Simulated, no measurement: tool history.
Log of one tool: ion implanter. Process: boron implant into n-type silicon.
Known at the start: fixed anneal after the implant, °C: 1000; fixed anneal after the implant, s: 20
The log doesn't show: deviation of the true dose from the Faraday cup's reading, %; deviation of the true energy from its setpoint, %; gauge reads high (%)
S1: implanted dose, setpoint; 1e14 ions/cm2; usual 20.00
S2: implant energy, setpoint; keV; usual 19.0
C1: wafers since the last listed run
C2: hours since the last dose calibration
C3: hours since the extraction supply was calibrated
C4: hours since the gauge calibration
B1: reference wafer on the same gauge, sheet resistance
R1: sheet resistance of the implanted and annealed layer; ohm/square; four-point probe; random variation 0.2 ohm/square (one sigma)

| run | hour | S1 | S2 | C1 | C2 | C3 | C4 | B1 | R1 |
|---|---|---|---|---|---|---|---|---|---|
| 1 | 0.0 | 20.00 | 14.0 | 0 | 423.2 | 1792.4 | 2019.3 | 73.41 | 87.99 |
| 2 | 51.0 | 20.00 | 19.0 | 1251 | 474.2 | 1843.4 | 2070.3 | 73.36 | 78.90 |
| 3 | 77.9 | 20.00 | 19.0 | 660 | 501.1 | 1870.3 | 2097.2 | 73.37 | 78.97 |
| 4 | 111.6 | 17.96 | 19.0 | 826 | 534.8 | 1904.0 | 2130.9 | 73.28 | 83.50 |
| 5 | 169.9 | 17.96 | 19.0 | 1430 | 593.1 | 1962.3 | 2189.2 | 73.40 | 83.37 |
| 6 | 212.2 | 24.19 | 19.0 | 1037 | 635.4 | 2004.6 | 2231.5 | 73.41 | 73.02 |
| 7 | 279.6 | 24.19 | 19.0 | 1653 | 702.8 | 2072.0 | 2298.9 | 73.45 | 73.08 |
| 8 | 329.1 | 24.19 | 19.0 | 1214 | 752.3 | 2121.5 | 2348.4 | 73.38 | 73.06 |
| 9 | 396.1 | 20.00 | 19.0 | 1644 | 819.3 | 2188.5 | 2415.4 | 73.45 | 79.73 |
|  | 417.5 | extraction supply calibrated |
| 10 | 463.5 | 20.00 | 19.0 | 1457 | 886.7 | 46.0 | 2482.8 | 73.41 | 78.60 |
| 11 | 498.5 | 20.00 | 19.0 | 858 | 921.7 | 81.0 | 2517.8 | 73.43 | 78.01 |
| 12 | 560.4 | 20.00 | 19.0 | 1518 | 983.6 | 142.9 | 2579.7 | 73.47 | 78.05 |
|  | 598.7 | gauge calibrated |
| 13 | 621.2 | 23.19 | 19.0 | 1491 | 1044.4 | 203.7 | 22.5 | 73.43 | 73.41 |
| 14 | 658.0 | 23.19 | 19.0 | 902 | 1081.2 | 240.5 | 59.3 | 73.40 | 73.39 |
| 15 | 719.4 | 16.61 | 19.0 | 1506 | 1142.6 | 301.9 | 120.7 | 73.40 | 86.64 |
|  | 746.3 | Faraday cup replaced and dose calibrated |
| 16 | 776.6 | 22.58 | 24.5 | 1207 | 30.3 | 359.1 | 177.9 | 73.34 | 67.53 |
| 17 | 837.2 | 25.99 | 22.0 | 1487 | 90.9 | 419.7 | 238.5 | 73.34 | 65.55 |
| 18 | 862.7 | 18.40 | 21.0 | 625 | 116.4 | 445.2 | 264.0 | 73.39 | 78.69 |
| 19 | 896.9 | 20.00 | 23.5 | 839 | 150.6 | 479.4 | 298.2 | 73.40 | 73.08 |
| 20 | 964.5 | 15.07 | 14.0 | 1658 | 218.2 | 547.0 | 365.8 | 73.42 | 97.70 |
| 21 | 991.9 | 23.37 | 19.0 | 672 | 245.6 | 574.4 | 393.2 | 73.49 | 73.14 |
| 22 | 1019.1 | 20.00 | 19.0 | 667 | 272.8 | 601.6 | 420.4 | 73.36 | 77.54 |
| 23 | 1068.8 | 20.00 | 19.0 | 1219 | 322.5 | 651.3 | 470.1 | 73.38 | 78.13 |
| 24 | 1115.8 | 16.91 | 25.0 | 1153 | 369.5 | 698.3 | 517.1 | 73.41 | 80.79 |
| 25 | 1152.9 | 20.00 | 22.0 | 910 | 406.6 | 735.4 | 554.2 | 73.44 | 74.92 |
| 26 | 1204.9 | 21.57 | 23.5 | 1275 | 458.6 | 787.4 | 606.2 | 73.33 | 71.05 |
| 27 | 1276.4 | 20.00 | 19.0 | 1754 | 530.1 | 858.9 | 677.7 | 73.38 | 78.33 |
| 28 | 1412.5 | 18.38 | 19.0 | 3339 | 666.2 | 995.0 | 813.8 | 73.39 | 82.11 |
| 29 | 1452.2 | 17.52 | 23.0 | 974 | 705.9 | 1034.7 | 853.5 | 73.35 | 80.58 |
| 30 | 1523.4 | 14.52 | 19.0 | 1747 | 777.1 | 1105.9 | 924.7 | 73.38 | 93.98 |
| 31 | 1577.7 | 20.00 | 24.0 | 1332 | 831.4 | 1160.2 | 979.0 | 73.35 | 73.69 |
| 32 | 1620.8 | 14.57 | 17.0 | 1057 | 874.5 | 1203.3 | 1022.1 | 73.39 | 96.29 |
| 33 | 1698.6 | 25.99 | 22.0 | 1909 | 952.3 | 1281.1 | 1099.9 | 73.39 | 66.86 |
| 34 | 1727.1 | 17.62 | 15.0 | 699 | 980.8 | 1309.6 | 1128.4 | 73.47 | 90.32 |
| 35 | 1787.5 | 21.88 | 23.5 | 1482 | 1041.2 | 1370.0 | 1188.8 | 73.39 | 71.41 |
| 36 | 1849.1 | 22.83 | 19.0 | 1511 | 1102.8 | 1431.6 | 1250.4 | 73.43 | 74.30 |
|  | 1888.5 | Faraday cup replaced and dose calibrated |
| 37 | 1893.5 | 14.99 | 17.0 | 893 | 5.0 | 1476.0 | 1294.8 | 73.42 | 92.50 |
| 38 | 1921.4 | 20.00 | 19.0 | 684 | 32.9 | 1503.9 | 1322.7 | 73.41 | 77.78 |

3 ways to go on from here, each from the tool as it stands after run 38. What would each give?
| A | 1921.8 | 20.00 | 19.0 | 9 | 33.3 | 1504.3 | 1323.1 | ? | ? |
| B | 1921.8 | 17.50 | 13.5 | 9 | 33.3 | 1504.3 | 1323.1 | ? | ? |
| C | 1921.8 | 18.48 | 23.0 | 9 | 33.3 | 1504.3 | 1323.1 | ? | ? |

| run | B1 | R1 |
|---|---|---|
| A | 73.42 | 77.59 |
| B | 73.42 | 92.78 |
| C | 73.42 | 76.71 |
Without the tool's hidden state the same runs would have given:
| run | R1 |
|---|---|
| A | 76.75 |
| B | 91.64 |
| C | 76.04 |
